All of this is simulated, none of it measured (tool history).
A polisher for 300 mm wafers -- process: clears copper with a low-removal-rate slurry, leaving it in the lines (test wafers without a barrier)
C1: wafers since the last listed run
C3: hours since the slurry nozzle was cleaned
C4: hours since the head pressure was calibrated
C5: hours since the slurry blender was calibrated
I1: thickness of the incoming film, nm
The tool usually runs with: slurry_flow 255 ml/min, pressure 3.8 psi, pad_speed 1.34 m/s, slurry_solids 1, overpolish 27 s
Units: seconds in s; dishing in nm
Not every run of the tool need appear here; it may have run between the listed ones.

Run 1, day 0.000: usual settings; C1 0; wafers polished on this pad 1099; C3 193.4; C4 448.2; C5 61.0; I1 406.8. Result: seconds 66.6 s, dishing 79.3 nm.
At day 1.512: slurry nozzle cleaned.
At day 1.579: worn pad replaced by a new one.
Run 2, day 1.600: usual settings but pad_speed 1.10 m/s; C1 365; wafers polished on this pad 4; C3 2.1; C4 486.6; C5 99.4; I1 408.8. Result: seconds 75.1 s, dishing 74.7 nm.
Run 3, day 2.583: usual settings; C1 241; wafers polished on this pad 245; C3 25.7; C4 510.2; C5 123.0; I1 411.6. Result: seconds 70.0 s, dishing 80.1 nm.
Run 4, day 5.217: usual settings but pad_speed 1.58 m/s; C1 645; wafers polished on this pad 891; C3 88.9; C4 573.4; C5 186.2; I1 397.7. Result: seconds 59.4 s, dishing 84.9 nm.
At day 5.838: slurry blender recalibrated.
Run 5, day 7.117: usual settings but pad_speed 1.58 m/s; C1 445; wafers polished on this pad 1336; C3 134.5; C4 619.0; C5 30.7; I1 413.8. Result: seconds 61.3 s, dishing 84.9 nm.
At day 8.604: worn pad replaced by a new one.
Run 6, day 8.625: usual settings but slurry_flow 230 ml/min, pad_speed 1.24 m/s; C1 328; wafers polished on this pad 4; C3 170.7; C4 655.2; C5 66.9; I1 404.9. Result: seconds 72.4 s, dishing 77.6 nm.
Run 7, day 10.121: usual settings; C1 366; wafers polished on this pad 371; C3 206.6; C4 691.1; C5 102.8; I1 407.6. Result: seconds 69.5 s, dishing 79.0 nm.
At day 11.079: slurry nozzle cleaned.
Run 8, day 11.992: usual settings but slurry_flow 210 ml/min; C1 448; wafers polished on this pad 820; C3 21.9; C4 736.0; C5 147.7; I1 405.9. Result: seconds 71.3 s, dishing 79.3 nm.
Run 9, day 13.121: usual settings but slurry_flow 210 ml/min; C1 276; wafers polished on this pad 1097; C3 49.0; C4 763.1; C5 174.8; I1 407.6. Result: seconds 73.5 s, dishing 78.3 nm.
At day 13.938: slurry blender recalibrated.
At day 15.400: worn pad replaced by a new one.
Run 10, day 15.421: usual settings but slurry_flow 210 ml/min; C1 502; wafers polished on this pad 5; C3 104.2; C4 818.3; C5 35.6; I1 403.4. Result: seconds 69.7 s, dishing 76.2 nm.

What will run 11 give?
Run 11, day 16.362: usual settings but slurry_flow 230 ml/min, pad_speed 1.24 m/s; C1 230; wafers polished on this pad 236; C3 126.8; C4 840.9; C5 58.2; I1 402.6. Result: seconds ?, dishing ?.

{"run 11": {"seconds": 73.9, "dishing": 75.8}}
On a tool with no hidden condition, and with the same random variation, this run would have come out at seconds 70.1 s, dishing 79.0 nm.
